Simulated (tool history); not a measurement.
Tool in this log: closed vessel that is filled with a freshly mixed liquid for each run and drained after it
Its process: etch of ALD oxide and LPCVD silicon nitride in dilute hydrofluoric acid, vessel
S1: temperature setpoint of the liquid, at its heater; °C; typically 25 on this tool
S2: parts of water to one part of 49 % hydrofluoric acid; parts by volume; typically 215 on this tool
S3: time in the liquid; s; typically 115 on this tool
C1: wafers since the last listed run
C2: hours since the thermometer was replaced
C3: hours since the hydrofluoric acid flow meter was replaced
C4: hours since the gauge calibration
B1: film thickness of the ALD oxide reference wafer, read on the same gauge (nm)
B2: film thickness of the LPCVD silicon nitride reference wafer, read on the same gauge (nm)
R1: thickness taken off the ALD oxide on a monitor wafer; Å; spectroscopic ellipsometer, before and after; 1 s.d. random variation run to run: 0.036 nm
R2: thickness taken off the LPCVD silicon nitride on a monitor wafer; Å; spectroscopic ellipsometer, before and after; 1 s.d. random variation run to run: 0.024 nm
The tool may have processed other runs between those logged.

run 1 hour=0 | S1=25 S2=215 S3=115 | C1=0 C2=203.1 C3=716 C4=1942.1 | B1=69.98 B2=120.012 | R1=106.6 R2=2.6
run 2 hour=41.6 | S1=25 S2=215 S3=80 | C1=4369 C2=244.7 C3=757.6 C4=1983.7 | B1=70.01 B2=120.015 | R1=74.3 R2=1.88
run 3 hour=76.5 | S1=25 S2=215 S3=80 | C1=3666 C2=279.6 C3=792.5 C4=2018.6 | B1=70.02 B2=120.017 | R1=74.3 R2=1.73
run 4 hour=104.6 | S1=28.5 S2=175 S3=115 | C1=2951 C2=307.7 C3=820.6 C4=2046.7 | B1=69.99 B2=119.976 | R1=155.3 R2=4.67
run 5 hour=130.9 | S1=28.5 S2=175 S3=115 | C1=2762 C2=334 C3=846.9 C4=2073 | B1=70.01 B2=119.988 | R1=155.4 R2=4.43
run 6 hour=166.8 | S1=23.5 S2=155 S3=60 | C1=3771 C2=369.9 C3=882.8 C4=2108.9 | B1=70.02 B2=120.006 | R1=77.9 R2=1.85
run 7 hour=200.3 | S1=25 S2=215 S3=115 | C1=3519 C2=403.4 C3=916.3 C4=2142.4 | B1=69.99 B2=119.999 | R1=106.9 R2=2.74
run 8 hour=264.5 | S1=20.5 S2=120 S3=115 | C1=6744 C2=467.6 C3=980.5 C4=2206.6 | B1=70 B2=119.99 | R1=177.6 R2=3.91
run 9 hour=324.5 | S1=26.5 S2=175 S3=165 | C1=6302 C2=527.6 C3=1040.5 C4=2266.6 | B1=69.99 B2=119.991 | R1=207.2 R2=4.77
run 10 hour=393 | S1=25 S2=215 S3=115 | C1=7195 C2=596.1 C3=1109 C4=2335.1 | B1=70 B2=120.021 | R1=107.2 R2=3.31
run 11 hour=418.5 | S1=23.5 S2=140 S3=135 | C1=2678 C2=621.6 C3=1134.5 C4=2360.6 | B1=70 B2=120.031 | R1=197.8 R2=4.55
run 12 hour=446.3 | S1=25 S2=215 S3=115 | C1=2920 C2=649.4 C3=1162.3 C4=2388.4 | B1=69.98 B2=119.986 | R1=106.5 R2=2.75
run 13 hour=497.3 | S1=25 S2=285 S3=185 | C1=5357 C2=700.4 C3=1213.3 C4=2439.4 | B1=69.98 B2=119.99 | R1=120.1 R2=2.9
run 14 hour=549.7 | S1=25 S2=215 S3=115 | C1=5504 C2=752.8 C3=1265.7 C4=2491.8 | B1=70.01 B2=119.97 | R1=106.4 R2=2.96
run 15 hour=589.4 | S1=23 S2=215 S3=115 | C1=4170 C2=792.5 C3=1305.4 C4=2531.5 | B1=69.99 B2=120 | R1=98.2 R2=2.35
run 16 hour=633.7 | S1=27 S2=215 S3=115 | C1=4653 C2=836.8 C3=1349.7 C4=2575.8 | B1=69.97 B2=120.006 | R1=114.3 R2=3.19
-- hour=649.8 gauge calibrated
-- hour=705.3 thermometer replaced
-- hour=776.7 hydrofluoric acid flow meter replaced
run 17 hour=838.4 | S1=25 S2=215 S3=115 | C1=21293 C2=133.1 C3=61.7 C4=188.6 | B1=69.99 B2=120.036 | R1=105.7 R2=3.23
run 18 hour=869.4 | S1=25 S2=215 S3=115 | C1=3256 C2=164.1 C3=92.7 C4=219.6 | B1=70.03 B2=119.99 | R1=105.5 R2=2.66
run 19 hour=912.6 | S1=25 S2=215 S3=115 | C1=4538 C2=207.3 C3=135.9 C4=262.8 | B1=70.01 B2=120.007 | R1=105.4 R2=2.45
run 20 hour=981.2 | S1=29 S2=215 S3=115 | C1=7206 C2=275.9 C3=204.5 C4=331.4 | B1=70 B2=119.994 | R1=122.4 R2=3.2
run 21 hour=1040 | S1=25 S2=215 S3=80 | C1=6176 C2=334.7 C3=263.3 C4=390.2 | B1=70 B2=119.996 | R1=72.9 R2=2.01
run 22 hour=1106.1 | S1=28 S2=215 S3=160 | C1=6943 C2=400.8 C3=329.4 C4=456.3 | B1=69.99 B2=119.997 | R1=163.3 R2=4.91
run 23 hour=1164.2 | S1=27 S2=305 S3=95 | C1=6103 C2=458.9 C3=387.5 C4=514.4 | B1=70 B2=119.993 | R1=59.5 R2=1.86
run 24 hour=1218 | S1=22 S2=130 S3=115 | C1=5651 C2=512.7 C3=441.3 C4=568.2 | B1=70.02 B2=119.989 | R1=170.6 R2=3.84
run 25 hour=1245 | S1=25 S2=215 S3=115 | C1=2836 C2=539.7 C3=468.3 C4=595.2 | B1=70 B2=120.014 | R1=105.6 R2=2.2
run 26 hour=1269.6 | S1=25 S2=155 S3=115 | C1=2584 C2=564.3 C3=492.9 C4=619.8 | B1=70.01 B2=120.021 | R1=156.1 R2=3.39

Consider 4 possible next runs. They are alternatives, not a sequence: every one starts from the tool as it was left by run 26. What does each give?
run A hour=1270.3 | S1=25 S2=215 S3=85 | C1=73 C2=565 C3=493.6 C4=620.5 | B1=? B2=? | R1=? R2=?
run B hour=1270.3 | S1=27 S2=295 S3=175 | C1=73 C2=565 C3=493.6 C4=620.5 | B1=? B2=? | R1=? R2=?
run C hour=1270.3 | S1=25 S2=170 S3=115 | C1=73 C2=565 C3=493.6 C4=620.5 | B1=? B2=? | R1=? R2=?
run D hour=1270.3 | S1=27.5 S2=145 S3=115 | C1=73 C2=565 C3=493.6 C4=620.5 | B1=? B2=? | R1=? R2=?

run=A B1=70.03 B2=119.961 R1=77.9 R2=1.95
run=B B1=70.03 B2=119.961 R1=115.3 R2=3.31
run=C B1=70.03 B2=119.961 R1=140 R2=3.34
run=D B1=70.03 B2=119.961 R1=185.5 R2=4.58
Without the tool's hidden state the same runs would have given:
run=A R1=78.1 R2=1.98
run=B R1=115.5 R2=3.36
run=C R1=140.5 R2=3.39
run=D R1=186.2 R2=4.65

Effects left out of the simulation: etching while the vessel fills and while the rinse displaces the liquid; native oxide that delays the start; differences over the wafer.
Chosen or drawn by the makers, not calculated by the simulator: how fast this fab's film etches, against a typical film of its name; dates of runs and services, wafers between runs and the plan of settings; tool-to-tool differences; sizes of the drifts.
